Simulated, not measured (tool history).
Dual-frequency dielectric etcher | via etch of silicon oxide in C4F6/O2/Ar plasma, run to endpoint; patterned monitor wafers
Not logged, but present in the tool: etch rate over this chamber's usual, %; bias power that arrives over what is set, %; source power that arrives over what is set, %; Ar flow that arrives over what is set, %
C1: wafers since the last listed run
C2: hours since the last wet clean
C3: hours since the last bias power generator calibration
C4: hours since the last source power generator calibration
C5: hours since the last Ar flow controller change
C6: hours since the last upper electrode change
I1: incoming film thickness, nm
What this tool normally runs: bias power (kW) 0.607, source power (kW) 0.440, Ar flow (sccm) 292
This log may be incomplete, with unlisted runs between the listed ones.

run 1 hour=0.0 | bias_power_(kW)=0.607 source_power_(kW)=0.440 Ar_flow_(sccm)=292 | C1=0 C2=321.7 C3=3783.7 C4=4215.5 C5=3566.0 C6=3947.7 | I1=73.2 | endpoint_time_(s)=14.6
run 2 hour=41.0 | bias_power_(kW)=0.607 source_power_(kW)=0.440 Ar_flow_(sccm)=292 | C1=600 C2=362.7 C3=3824.7 C4=4256.5 C5=3607.0 C6=3988.7 | I1=72.9 | endpoint_time_(s)=14.5
-- hour=181.5 bias power generator calibrated
run 3 hour=181.9 | bias_power_(kW)=0.607 source_power_(kW)=0.440 Ar_flow_(sccm)=292 | C1=2004 C2=503.6 C3=0.4 C4=4397.4 C5=3747.9 C6=4129.6 | I1=73.5 | endpoint_time_(s)=14.2
run 4 hour=265.8 | bias_power_(kW)=0.607 source_power_(kW)=0.440 Ar_flow_(sccm)=292 | C1=1228 C2=587.5 C3=84.3 C4=4481.3 C5=3831.8 C6=4213.5 | I1=73.0 | endpoint_time_(s)=14.1
run 5 hour=333.7 | bias_power_(kW)=0.607 source_power_(kW)=0.500 Ar_flow_(sccm)=321 | C1=994 C2=655.4 C3=152.2 C4=4549.2 C5=3899.7 C6=4281.4 | I1=73.5 | endpoint_time_(s)=13.4
-- hour=406.5 wet clean of the chamber
run 6 hour=407.0 | bias_power_(kW)=0.607 source_power_(kW)=0.370 Ar_flow_(sccm)=292 | C1=721 C2=0.5 C3=225.5 C4=4622.5 C5=3973.0 C6=4354.7 | I1=73.8 | endpoint_time_(s)=16.3
run 7 hour=491.5 | bias_power_(kW)=0.518 source_power_(kW)=0.360 Ar_flow_(sccm)=235 | C1=1237 C2=85.0 C3=310.0 C4=4707.0 C5=4057.5 C6=4439.2 | I1=72.3 | endpoint_time_(s)=17.1
run 8 hour=538.7 | bias_power_(kW)=0.607 source_power_(kW)=0.440 Ar_flow_(sccm)=355 | C1=691 C2=132.2 C3=357.2 C4=4754.2 C5=4104.7 C6=4486.4 | I1=72.9 | endpoint_time_(s)=14.7
run 9 hour=627.0 | bias_power_(kW)=0.657 source_power_(kW)=0.330 Ar_flow_(sccm)=292 | C1=1293 C2=220.5 C3=445.5 C4=4842.5 C5=4193.0 C6=4574.7 | I1=73.7 | endpoint_time_(s)=16.7
run 10 hour=697.6 | bias_power_(kW)=0.666 source_power_(kW)=0.470 Ar_flow_(sccm)=239 | C1=1033 C2=291.1 C3=516.1 C4=4913.1 C5=4263.6 C6=4645.3 | I1=72.7 | endpoint_time_(s)=13.0
run 11 hour=761.2 | bias_power_(kW)=0.607 source_power_(kW)=0.440 Ar_flow_(sccm)=292 | C1=931 C2=354.7 C3=579.7 C4=4976.7 C5=4327.2 C6=4708.9 | I1=73.3 | endpoint_time_(s)=14.4
-- hour=797.8 Ar flow controller replaced
-- hour=799.1 upper electrode replaced
run 12 hour=828.0 | bias_power_(kW)=0.607 source_power_(kW)=0.530 Ar_flow_(sccm)=292 | C1=871 C2=421.5 C3=646.5 C4=5043.5 C5=30.2 C6=28.9 | I1=72.8 | endpoint_time_(s)=12.9
-- hour=882.2 source power generator calibrated
run 13 hour=889.3 | bias_power_(kW)=0.607 source_power_(kW)=0.380 Ar_flow_(sccm)=248 | C1=839 C2=482.8 C3=707.8 C4=7.1 C5=91.5 C6=90.2 | I1=72.1 | endpoint_time_(s)=15.0
run 14 hour=992.9 | bias_power_(kW)=0.607 source_power_(kW)=0.370 Ar_flow_(sccm)=328 | C1=1517 C2=586.4 C3=811.4 C4=110.7 C5=195.1 C6=193.8 | I1=73.1 | endpoint_time_(s)=15.7
run 15 hour=1034.4 | bias_power_(kW)=0.607 source_power_(kW)=0.440 Ar_flow_(sccm)=328 | C1=607 C2=627.9 C3=852.9 C4=152.2 C5=236.6 C6=235.3 | I1=73.8 | endpoint_time_(s)=14.3
run 16 hour=1134.2 | bias_power_(kW)=0.607 source_power_(kW)=0.540 Ar_flow_(sccm)=292 | C1=1461 C2=727.7 C3=952.7 C4=252.0 C5=336.4 C6=335.1 | I1=72.1 | endpoint_time_(s)=12.2
-- hour=1161.8 wet clean of the chamber
run 17 hour=1196.8 | bias_power_(kW)=0.671 source_power_(kW)=0.500 Ar_flow_(sccm)=348 | C1=565 C2=35.0 C3=1015.3 C4=314.6 C5=399.0 C6=397.7 | I1=72.6 | endpoint_time_(s)=13.2
run 18 hour=1265.6 | bias_power_(kW)=0.607 source_power_(kW)=0.440 Ar_flow_(sccm)=292 | C1=1007 C2=103.8 C3=1084.1 C4=383.4 C5=467.8 C6=466.5 | I1=72.7 | endpoint_time_(s)=14.6
run 19 hour=1343.8 | bias_power_(kW)=0.607 source_power_(kW)=0.440 Ar_flow_(sccm)=292 | C1=1145 C2=182.0 C3=1162.3 C4=461.6 C5=546.0 C6=544.7 | I1=72.8 | endpoint_time_(s)=14.5
run 20 hour=1409.4 | bias_power_(kW)=0.687 source_power_(kW)=0.520 Ar_flow_(sccm)=344 | C1=960 C2=247.6 C3=1227.9 C4=527.2 C5=611.6 C6=610.3 | I1=73.2 | endpoint_time_(s)=12.7
run 21 hour=1460.0 | bias_power_(kW)=0.704 source_power_(kW)=0.510 Ar_flow_(sccm)=222 | C1=741 C2=298.2 C3=1278.5 C4=577.8 C5=662.2 C6=660.9 | I1=73.1 | endpoint_time_(s)=12.1
run 22 hour=1505.6 | bias_power_(kW)=0.607 source_power_(kW)=0.440 Ar_flow_(sccm)=292 | C1=667 C2=343.8 C3=1324.1 C4=623.4 C5=707.8 C6=706.5 | I1=73.5 | endpoint_time_(s)=14.4
run 23 hour=1722.8 | bias_power_(kW)=0.607 source_power_(kW)=0.440 Ar_flow_(sccm)=292 | C1=3180 C2=561.0 C3=1541.3 C4=840.6 C5=925.0 C6=923.7 | I1=73.1 | endpoint_time_(s)=14.2
run 24 hour=1775.1 | bias_power_(kW)=0.607 source_power_(kW)=0.440 Ar_flow_(sccm)=292 | C1=765 C2=613.3 C3=1593.6 C4=892.9 C5=977.3 C6=976.0 | I1=73.1 | endpoint_time_(s)=14.1
run 25 hour=1814.5 | bias_power_(kW)=0.476 source_power_(kW)=0.490 Ar_flow_(sccm)=315 | C1=577 C2=652.7 C3=1633.0 C4=932.3 C5=1016.7 C6=1015.4 | I1=73.0 | endpoint_time_(s)=15.0
run 26 hour=1897.6 | bias_power_(kW)=0.752 source_power_(kW)=0.390 Ar_flow_(sccm)=323 | C1=1216 C2=735.8 C3=1716.1 C4=1015.4 C5=1099.8 C6=1098.5 | I1=73.7 | endpoint_time_(s)=13.8
-- hour=1937.2 wet clean of the chamber
run 27 hour=1992.9 | bias_power_(kW)=0.704 source_power_(kW)=0.550 Ar_flow_(sccm)=292 | C1=1044 C2=55.7 C3=1811.4 C4=1110.7 C5=1195.1 C6=1193.8 | I1=72.9 | endpoint_time_(s)=12.1
run 28 hour=2083.2 | bias_power_(kW)=0.607 source_power_(kW)=0.510 Ar_flow_(sccm)=361 | C1=1322 C2=146.0 C3=1901.7 C4=1201.0 C5=1285.4 C6=1284.1 | I1=73.0 | endpoint_time_(s)=13.6

What if the next run were any one of these 5? Each begins from the tool's condition after run 28:
run A hour=2083.6 | bias_power_(kW)=0.607 source_power_(kW)=0.360 Ar_flow_(sccm)=292 | C1=5 C2=146.4 C3=1902.1 C4=1201.4 C5=1285.8 C6=1284.5 | I1=72.7 | endpoint_time_(s)=?
run B hour=2083.6 | bias_power_(kW)=0.607 source_power_(kW)=0.360 Ar_flow_(sccm)=352 | C1=5 C2=146.4 C3=1902.1 C4=1201.4 C5=1285.8 C6=1284.5 | I1=72.7 | endpoint_time_(s)=?
run C hour=2083.6 | bias_power_(kW)=0.724 source_power_(kW)=0.440 Ar_flow_(sccm)=292 | C1=5 C2=146.4 C3=1902.1 C4=1201.4 C5=1285.8 C6=1284.5 | I1=72.7 | endpoint_time_(s)=?
run D hour=2083.6 | bias_power_(kW)=0.607 source_power_(kW)=0.440 Ar_flow_(sccm)=239 | C1=5 C2=146.4 C3=1902.1 C4=1201.4 C5=1285.8 C6=1284.5 | I1=72.7 | endpoint_time_(s)=?
run E hour=2083.6 | bias_power_(kW)=0.533 source_power_(kW)=0.350 Ar_flow_(sccm)=313 | C1=5 C2=146.4 C3=1902.1 C4=1201.4 C5=1285.8 C6=1284.5 | I1=72.7 | endpoint_time_(s)=?

run=A endpoint_time_(s)=16.2
run=B endpoint_time_(s)=16.5
run=C endpoint_time_(s)=13.3
run=D endpoint_time_(s)=14.2
run=E endpoint_time_(s)=17.7
Without the tool's hidden state the same runs would have given:
run=A endpoint_time_(s)=16.3
run=B endpoint_time_(s)=16.6
run=C endpoint_time_(s)=13.4
run=D endpoint_time_(s)=14.3
run=E endpoint_time_(s)=17.8
